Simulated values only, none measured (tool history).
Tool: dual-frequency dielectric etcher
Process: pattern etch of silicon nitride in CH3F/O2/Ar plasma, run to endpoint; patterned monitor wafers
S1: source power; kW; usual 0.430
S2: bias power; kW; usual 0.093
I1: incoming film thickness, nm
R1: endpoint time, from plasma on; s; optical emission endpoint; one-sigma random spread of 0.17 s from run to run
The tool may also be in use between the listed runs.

run   hour     S1     S2     I1    R1
  1    0.0  0.430  0.085  45.91  58.8
  2   65.5  0.430  0.085  45.79  58.7
  3   97.0  0.430  0.093  46.40  57.8
  4  136.9  0.380  0.093  45.78  59.3
  5  189.4  0.430  0.093  45.93  57.0
  6  224.4  0.430  0.093  45.72  56.9
     269.3  -- wet clean of the chamber
  7  295.2  0.430  0.093  46.22  56.8
     319.5  -- bias power generator calibrated
  8  356.7  0.350  0.093  46.22  60.9
     382.9  -- source power generator calibrated
  9  418.6  0.510  0.093  45.73  53.4
 10  481.5  0.480  0.100  45.93  53.7
     517.4  -- upper electrode replaced
 11  518.9  0.430  0.093  45.94  57.2
 12  567.1  0.530  0.106  45.28  50.7
 13  620.7  0.430  0.093  46.56  58.1
 14  684.8  0.430  0.087  45.98  58.9
 15  749.9  0.530  0.106  45.70  51.1
     788.3  -- wet clean of the chamber
 16  797.6  0.360  0.087  46.12  61.2

Consider 3 possible next runs. They are alternatives, not a sequence: every one starts from the tool as it was left by run 16. What does each give?
  A  798.0  0.500  0.093  46.32   ?
  B  798.0  0.340  0.093  46.32   ?
  C  798.0  0.490  0.070  46.32   ?

run    R1
  A  54.4
  B  61.4
  C  59.7
The same runs, with their run-to-run variation unchanged, on a tool lacking any hidden condition would have given:
run    R1
  A  54.3
  B  61.3
  C  59.6

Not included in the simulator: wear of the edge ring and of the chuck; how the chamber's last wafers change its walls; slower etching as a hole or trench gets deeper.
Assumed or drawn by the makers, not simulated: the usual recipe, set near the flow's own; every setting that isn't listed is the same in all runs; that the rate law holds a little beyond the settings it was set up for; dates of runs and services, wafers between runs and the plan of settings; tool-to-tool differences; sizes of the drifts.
